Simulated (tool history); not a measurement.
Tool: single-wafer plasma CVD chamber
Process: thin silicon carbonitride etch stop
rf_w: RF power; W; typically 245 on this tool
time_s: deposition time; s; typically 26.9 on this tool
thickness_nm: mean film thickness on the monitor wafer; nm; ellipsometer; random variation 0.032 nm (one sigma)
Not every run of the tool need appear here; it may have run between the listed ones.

| run | hour | rf_w | time_s | read-back reference wafer on the same gauge, thickness_nm | thickness_nm |
|---|---|---|---|---|---|
| 1 | 0.0 | 245 | 26.9 | 17.001 | 16.145 |
| 2 | 29.2 | 245 | 26.9 | 17.017 | 16.140 |
| 3 | 48.7 | 245 | 30.4 | 17.001 | 18.262 |
| 4 | 123.8 | 265 | 30.5 | 16.995 | 18.870 |
| 5 | 155.1 | 245 | 26.9 | 17.001 | 16.191 |
| 6 | 218.4 | 245 | 26.9 | 16.996 | 16.131 |
|  | 240.9 | RF generator calibrated |
| 7 | 245.0 | 220 | 28.1 | 16.994 | 16.774 |
| 8 | 279.0 | 220 | 28.1 | 16.987 | 16.716 |
|  | 299.3 | thermocouple changed; heater temperature recalibrated |
| 9 | 305.7 | 220 | 28.1 | 16.991 | 16.669 |
| 10 | 319.2 | 245 | 26.9 | 16.981 | 16.562 |
| 11 | 339.3 | 245 | 22.2 | 17.016 | 13.642 |
| 12 | 357.2 | 275 | 25.5 | 17.011 | 16.382 |
|  | 369.5 | gauge calibrated |
| 13 | 383.9 | 265 | 23.3 | 17.005 | 14.765 |
| 14 | 411.5 | 245 | 26.9 | 16.996 | 16.511 |
| 15 | 435.4 | 275 | 31.4 | 17.002 | 20.046 |
| 16 | 454.0 | 275 | 24.5 | 17.001 | 15.698 |
|  | 488.0 | showerhead replaced |
| 17 | 542.3 | 245 | 31.8 | 16.992 | 19.500 |
| 18 | 572.5 | 245 | 23.4 | 16.995 | 14.322 |
| 19 | 610.4 | 230 | 23.8 | 17.007 | 14.208 |
| 20 | 639.8 | 220 | 28.1 | 17.003 | 16.454 |

Branching from run 20: 3 alternative next runs. What would each branch give?
| A | 640.2 | 245 | 24.0 | ? | ? |
| B | 640.2 | 220 | 29.5 | ? | ? |
| C | 640.2 | 200 | 29.4 | ? | ? |

| run | read-back reference wafer on the same gauge, thickness_nm | thickness_nm |
|---|---|---|
| A | 17.021 | 14.647 |
| B | 17.021 | 17.316 |
| C | 17.021 | 16.660 |
With the hidden condition removed and each run's random variation left untouched, the same runs would have given:
| run | thickness_nm |
|---|---|
| A | 14.967 |
| B | 17.694 |
| C | 17.024 |

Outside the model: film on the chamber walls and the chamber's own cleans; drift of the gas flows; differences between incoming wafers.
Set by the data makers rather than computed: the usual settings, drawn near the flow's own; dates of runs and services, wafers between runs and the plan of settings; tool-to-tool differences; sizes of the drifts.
